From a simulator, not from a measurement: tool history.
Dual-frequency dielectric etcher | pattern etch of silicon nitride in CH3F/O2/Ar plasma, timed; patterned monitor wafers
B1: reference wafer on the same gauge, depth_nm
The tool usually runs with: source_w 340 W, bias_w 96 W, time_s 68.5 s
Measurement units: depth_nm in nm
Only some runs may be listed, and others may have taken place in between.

{"run": 1, "hour": 0.0, "source_w": 340, "bias_w": 96, "time_s": 68.5, "B1": 49.09, "depth_nm": 50.31}
{"run": 2, "hour": 15.5, "source_w": 340, "bias_w": 96, "time_s": 68.5, "B1": 49.09, "depth_nm": 50.36}
{"run": 3, "hour": 44.2, "source_w": 340, "bias_w": 96, "time_s": 68.5, "B1": 49.09, "depth_nm": 50.53}
{"run": 4, "hour": 67.5, "source_w": 340, "bias_w": 96, "time_s": 68.5, "B1": 49.1, "depth_nm": 50.37}
{"run": 5, "hour": 87.6, "source_w": 340, "bias_w": 96, "time_s": 68.5, "B1": 49.1, "depth_nm": 50.36}
{"run": 6, "hour": 100.5, "source_w": 340, "bias_w": 96, "time_s": 68.5, "B1": 49.09, "depth_nm": 50.35}
{"run": 7, "hour": 122.5, "source_w": 340, "bias_w": 96, "time_s": 68.5, "B1": 49.12, "depth_nm": 50.37}
{"hour": 159.8, "done": "upper electrode replaced"}
{"run": 8, "hour": 160.3, "source_w": 340, "bias_w": 96, "time_s": 68.5, "B1": 49.11, "depth_nm": 50.45}
{"hour": 164.4, "done": "bias power generator calibrated"}
{"run": 9, "hour": 172.2, "source_w": 340, "bias_w": 96, "time_s": 68.5, "B1": 49.1, "depth_nm": 50.51}
{"run": 10, "hour": 185.3, "source_w": 380, "bias_w": 73, "time_s": 81.5, "B1": 49.09, "depth_nm": 57.56}
{"run": 11, "hour": 204.8, "source_w": 340, "bias_w": 76, "time_s": 58.5, "B1": 49.11, "depth_nm": 40.19}
{"hour": 216.6, "done": "source power generator calibrated"}
{"hour": 218.4, "done": "gauge calibrated"}
{"hour": 251.5, "done": "wet clean of the chamber"}
{"run": 12, "hour": 252.0, "source_w": 340, "bias_w": 96, "time_s": 83.0, "B1": 49.1, "depth_nm": 60.65}
{"run": 13, "hour": 260.4, "source_w": 340, "bias_w": 96, "time_s": 68.5, "B1": 49.1, "depth_nm": 50.02}
{"run": 14, "hour": 294.3, "source_w": 340, "bias_w": 96, "time_s": 77.5, "B1": 49.11, "depth_nm": 56.83}
{"run": 15, "hour": 311.6, "source_w": 300, "bias_w": 110, "time_s": 49.0, "B1": 49.09, "depth_nm": 35.91}
{"run": 16, "hour": 328.7, "source_w": 340, "bias_w": 96, "time_s": 68.5, "B1": 49.1, "depth_nm": 50.12}

List, for all runs, the conditions of the tool that the log does not record:
source power that arrives over what is set, %: 0, the same for each run
bias power that arrives over what is set, %: 0, the same for each run
gauge reads high (%): 0, the same for each run
H1: etch rate over this chamber's usual, %
run=1 H1=0.723
run=2 H1=0.77
run=3 H1=0.859
run=4 H1=0.93
run=5 H1=0.992
run=6 H1=1.03
run=7 H1=1.1
run=8 H1=1.22
run=9 H1=1.25
run=10 H1=1.29
run=11 H1=1.35
run=12 H1=0.27
run=13 H1=0.296
run=14 H1=0.4
run=15 H1=0.454
run=16 H1=0.506
